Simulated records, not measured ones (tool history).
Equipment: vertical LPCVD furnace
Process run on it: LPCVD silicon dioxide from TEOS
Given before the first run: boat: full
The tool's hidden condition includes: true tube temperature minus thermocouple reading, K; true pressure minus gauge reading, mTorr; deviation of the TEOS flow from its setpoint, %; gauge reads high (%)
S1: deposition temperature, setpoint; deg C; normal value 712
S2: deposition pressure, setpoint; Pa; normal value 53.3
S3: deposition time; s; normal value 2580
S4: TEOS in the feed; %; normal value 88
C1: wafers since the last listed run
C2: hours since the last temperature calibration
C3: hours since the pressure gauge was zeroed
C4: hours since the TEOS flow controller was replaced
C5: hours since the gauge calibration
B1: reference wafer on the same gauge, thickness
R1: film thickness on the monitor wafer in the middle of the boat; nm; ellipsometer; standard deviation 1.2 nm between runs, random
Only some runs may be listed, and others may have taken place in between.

run	day	S1	S2	S3	S4	C1	C2	C3	C4	C5	B1	R1
1	0	712	53.3	2580	88	0	1389.8	3147.2	5368.2	2398.9	497.96	543.47
# day 1.475: pressure gauge zeroed
2	1.496	712	53.3	2580	88	232	1425.7	0.5	5404.1	2434.8	498.04	552.65
3	3.5	712	53.3	2580	88	939	1473.8	48.6	5452.2	2482.9	498.16	549.57
4	4.833	712	53.3	2580	88	624	1505.8	80.6	5484.2	2514.9	498.14	549.1
5	7.104	712	48	2580	88	1064	1560.3	135.1	5538.7	2569.4	497.93	523.99
# day 13.558: TEOS flow controller replaced
6	14.754	712	48	2580	88	3115	1743.9	318.7	28.7	2753	498.1	523.59
# day 16.121: gauge calibrated
7	16.725	712	48	2580	88	923	1791.2	366	76	14.5	498.11	521.86
# day 18.912: pressure gauge zeroed, repeated, since the last time left the tool worse
8	19.167	712	53.3	2580	88	675	1849.8	6.1	134.6	73.1	498	539.13
9	21.238	712	58	2580	75	970	1899.5	55.8	184.3	122.8	498.33	517.74
10	23.079	712	42.7	2580	88	862	1943.7	100	228.5	167	497.97	482.36
11	25.954	712	53.3	2580	88	1347	2012.7	169	297.5	236	498.03	539.71
12	27.817	703	53.3	2580	88	872	2057.4	213.7	342.2	280.7	498.06	437.36
13	29.625	723	53.3	2580	88	847	2100.8	257.1	385.6	324.1	497.98	691.06
14	32.025	712	53.3	2580	88	1124	2158.4	314.7	443.2	381.7	498.3	539.6
15	34.858	712	53.3	2580	94	1327	2226.4	382.7	511.2	449.7	497.67	555.88
16	36.225	718	53.3	1740	88	640	2259.2	415.5	544	482.5	497.89	416.42
17	38.675	712	57.3	2580	88	1147	2318	474.3	602.8	541.3	498.46	556.95
18	40.612	712	66	1740	96	907	2364.5	520.8	649.3	587.8	497.6	422.4
19	43.104	712	53.3	2580	96	1167	2424.3	580.6	709.1	647.6	497.93	563.04
# day 45.642: thermocouples replaced and temperature profile calibrated
20	47.312	705	46	2580	96	1503	40.1	681.6	810.1	748.6	497.65	448.31
21	49.05	712	62	1590	97	814	81.8	723.3	851.8	790.3	498.04	377.28
22	51.354	712	53.3	2580	88	1079	137.1	778.6	907.1	845.6	497.84	538.21
23	52.571	707	66	2580	88	570	166.3	807.8	936.3	874.8	497.94	535.58
24	55.442	712	53.3	2850	97	1345	235.2	876.7	1005.2	943.7	498.19	623.96
25	57.517	712	58.7	3600	88	972	285	926.5	1055	993.5	497.91	788.39
26	58.654	719	58	2850	95	532	312.3	953.8	1082.3	1020.8	497.98	758.91
27	61.562	712	53.3	2850	97	1362	382.1	1023.6	1152.1	1090.6	498.2	625.66
28	63.675	712	53.3	2580	97	989	432.8	1074.3	1202.8	1141.3	498.11	566.23

Forecast run 29:
29	67.933	719	53.3	2580	79	1995	535	1176.5	1305	1243.5	?	?

For run 29 the tool returned B1 497.61, R1 596.64 nm.
On a tool with no hidden condition, and with the same random variation, this run would have come out at R1 594.68 nm.
